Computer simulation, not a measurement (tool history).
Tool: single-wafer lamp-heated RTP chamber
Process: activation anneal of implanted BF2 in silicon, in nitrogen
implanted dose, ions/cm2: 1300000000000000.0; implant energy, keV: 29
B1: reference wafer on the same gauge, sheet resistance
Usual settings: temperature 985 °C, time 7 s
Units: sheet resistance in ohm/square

Run 1, hour 0.0: usual settings; B1 185.75. Result: sheet resistance 185.67 ohm/square.
Run 2, hour 10.4: usual settings but temperature 962 °C, time 10 s; B1 185.76. Result: sheet resistance 208.80 ohm/square.
Run 3, hour 21.5: usual settings but temperature 962 °C, time 10 s; B1 185.81. Result: sheet resistance 207.82 ohm/square.
Run 4, hour 37.6: usual settings; B1 185.59. Result: sheet resistance 184.84 ohm/square.
Run 5, hour 55.0: usual settings; B1 185.69. Result: sheet resistance 184.21 ohm/square.
Run 6, hour 72.5: usual settings; B1 186.38. Result: sheet resistance 185.57 ohm/square.
Run 7, hour 87.0: usual settings; B1 185.72. Result: sheet resistance 183.63 ohm/square.
Run 8, hour 103.9: usual settings; B1 186.42. Result: sheet resistance 183.55 ohm/square.
Run 9, hour 126.9: usual settings but time 10 s; B1 185.99. Result: sheet resistance 177.67 ohm/square.
Run 10, hour 141.5: usual settings but time 10 s; B1 185.91. Result: sheet resistance 177.95 ohm/square.
At hour 163.5: pyrometer window cleaned and pyrometer calibrated.
At hour 166.6: reflector plate cleaned.
Run 11, hour 167.1: usual settings but time 10 s; B1 185.97. Result: sheet resistance 185.40 ohm/square.
Run 12, hour 167.5: usual settings but temperature 991 °C; B1 186.01. Result: sheet resistance 185.02 ohm/square.
Run 13, hour 177.7: usual settings but temperature 991 °C; B1 185.69. Result: sheet resistance 183.86 ohm/square.
Run 14, hour 193.2: usual settings but temperature 967 °C, time 4 s; B1 185.65. Result: sheet resistance 214.19 ohm/square.
Run 15, hour 200.2: usual settings; B1 185.83. Result: sheet resistance 190.11 ohm/square.
Run 16, hour 211.4: usual settings but temperature 1011 °C, time 10 s; B1 186.01. Result: sheet resistance 158.27 ohm/square.
Run 17, hour 220.5: usual settings but temperature 972 °C, time 9 s; B1 185.98. Result: sheet resistance 201.61 ohm/square.
At hour 232.2: gauge calibrated.
Run 18, hour 236.1: usual settings but temperature 1001 °C; B1 186.20. Result: sheet resistance 172.46 ohm/square.
Run 19, hour 246.7: usual settings; B1 186.04. Result: sheet resistance 188.65 ohm/square.
Run 20, hour 273.1: usual settings but temperature 973 °C, time 6 s; B1 186.00. Result: sheet resistance 202.14 ohm/square.
Run 21, hour 281.0: usual settings but temperature 976 °C, time 9 s; B1 186.24. Result: sheet resistance 196.55 ohm/square.
Run 22, hour 323.2: usual settings but temperature 993 °C; B1 186.15. Result: sheet resistance 180.58 ohm/square.
At hour 347.6: reflector plate cleaned.
Run 23, hour 348.1: usual settings but temperature 975 °C, time 8 s; B1 185.92. Result: sheet resistance 196.61 ohm/square.
Run 24, hour 372.7: usual settings but temperature 1001 °C, time 9 s; B1 186.04. Result: sheet resistance 166.78 ohm/square.
Run 25, hour 379.6: usual settings; B1 185.69. Result: sheet resistance 186.55 ohm/square.
Run 26, hour 395.5: usual settings but time 3 s; B1 185.93. Result: sheet resistance 193.05 ohm/square.

Forecast each of these 3 alternatives for the next run:
Run A, hour 395.9: usual settings; B1 ?. Result: sheet resistance ?.
Run B, hour 395.9: usual settings but temperature 1013 °C, time 3 s; B1 ?. Result: sheet resistance ?.
Run C, hour 395.9: usual settings but temperature 962 °C, time 9 s; B1 ?. Result: sheet resistance ?.

run      B1  sheet resistance
  A  185.88            186.82
  B  185.88            171.04
  C  185.88            210.92
Without the tool's hidden state the same runs would have given:
run  sheet resistance
  A            191.58
  B            174.57
  C            216.45
